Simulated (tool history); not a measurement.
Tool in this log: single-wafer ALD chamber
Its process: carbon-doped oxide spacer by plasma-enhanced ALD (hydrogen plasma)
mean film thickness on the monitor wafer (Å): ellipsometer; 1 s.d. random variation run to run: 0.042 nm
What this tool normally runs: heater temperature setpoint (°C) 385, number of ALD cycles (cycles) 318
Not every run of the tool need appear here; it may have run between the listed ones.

run,hour,heater temperature setpoint (°C),number of ALD cycles (cycles),wafers since the last listed run,hours since the last thermocouple change,hours since the gauge calibration,"read-back reference wafer on the same gauge, thickness_nm",mean film thickness on the monitor wafer (Å)
1,0.0,385,301,0,2049.1,122.9,17.704,157.40
2,14.2,385,318,24,2063.3,137.1,17.704,166.30
3,28.5,391,318,24,2077.6,151.4,17.697,166.58
4,77.8,391,318,84,2126.9,200.7,17.713,166.07
5,101.4,391,318,40,2150.5,224.3,17.708,166.13
6,124.6,385,318,39,2173.7,247.5,17.699,166.45
7,157.9,385,318,56,2207.0,280.8,17.699,166.54
8,172.0,385,318,24,2221.1,294.9,17.697,166.67
9,184.1,385,318,20,2233.2,307.0,17.701,167.13
# hour 193.2: thermocouple changed; heater temperature recalibrated
10,202.5,393,318,17,9.3,325.4,17.689,166.28
# hour 214.2: gauge calibrated
11,214.7,393,318,20,21.5,0.5,17.706,166.42
12,237.9,385,318,39,44.7,23.7,17.714,166.98
13,255.3,381,318,29,62.1,41.1,17.696,167.48
14,284.9,400,337,50,91.7,70.7,17.701,177.05
15,305.5,372,359,35,112.3,91.3,17.691,187.85
16,335.4,385,360,51,142.2,121.2,17.704,189.47
17,369.5,385,318,58,176.3,155.3,17.696,166.85
18,402.8,385,268,56,209.6,188.6,17.692,140.61
19,437.8,385,257,59,244.6,223.6,17.702,134.89
20,472.1,385,318,58,278.9,257.9,17.710,166.22
21,496.5,389,370,41,303.3,282.3,17.694,193.04
# hour 506.8: gauge calibrated
22,514.7,374,357,31,321.5,7.9,17.693,187.36
23,540.7,385,318,44,347.5,33.9,17.691,166.52

Below are 3 alternative next runs, each starting from the tool's condition after run 23. Predict each:
A,541.6,385,362,1,348.4,34.8,?,?
B,541.6,396,342,1,348.4,34.8,?,?
C,541.6,385,349,1,348.4,34.8,?,?

run,"read-back reference wafer on the same gauge, thickness_nm",mean film thickness on the monitor wafer (Å)
A,17.687,189.55
B,17.687,179.07
C,17.687,182.74
Without the tool's hidden state the same runs would have given:
run,mean film thickness on the monitor wafer (Å)
A,189.55
B,179.07
C,182.74

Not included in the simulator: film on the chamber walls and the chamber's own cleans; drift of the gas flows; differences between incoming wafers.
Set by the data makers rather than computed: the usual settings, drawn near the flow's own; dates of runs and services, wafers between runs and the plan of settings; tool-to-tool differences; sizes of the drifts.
